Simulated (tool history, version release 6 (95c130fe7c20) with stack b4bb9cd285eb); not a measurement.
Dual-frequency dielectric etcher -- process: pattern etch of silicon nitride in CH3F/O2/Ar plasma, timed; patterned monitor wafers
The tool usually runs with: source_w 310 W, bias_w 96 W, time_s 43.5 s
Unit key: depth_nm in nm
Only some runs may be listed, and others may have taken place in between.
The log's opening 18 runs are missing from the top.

run    hour  source_w  bias_w  time_s  read-back reference wafer on the same gauge, depth_nm  depth_nm
 19  1179.5       310      96    43.5                                                  24.76     30.35
 20  1249.7       290     106      52                                                  24.86     36.09
 21  1302.6       270      89    35.5                                                  24.81     22.31
     1330.6  -- gauge calibrated
 22  1493.2       260      76      39                                                  24.17     21.96
 23  1531.2       280      96    43.5                                                  24.17     27.87
     1554.3  -- bias power generator calibrated
 24  1586.2       250      96      55                                                  24.18      33.3
     1673.4  -- wet clean of the chamber
 25  1673.9       310      96      36                                                  24.15     24.41
 26  1726.2       260     111    35.5                                                  24.19      23.3
 27  1763.5       270      89    35.5                                                  24.15     21.77
 28  1790.9       310      96    39.5                                                  24.15     26.78
 29  1833.8       260      96    43.5                                                   24.2      27.1

Run 30 has not been measured yet. What should we expect?
 30  2046.6       310      96      51                                                      ?         ?

Run 30 came out at read-back reference wafer on the same gauge, depth_nm 24.21, depth_nm 34.49 nm.
Were there no unlogged condition in the tool, this run, its random variation unchanged, would have produced depth_nm 34.33 nm.
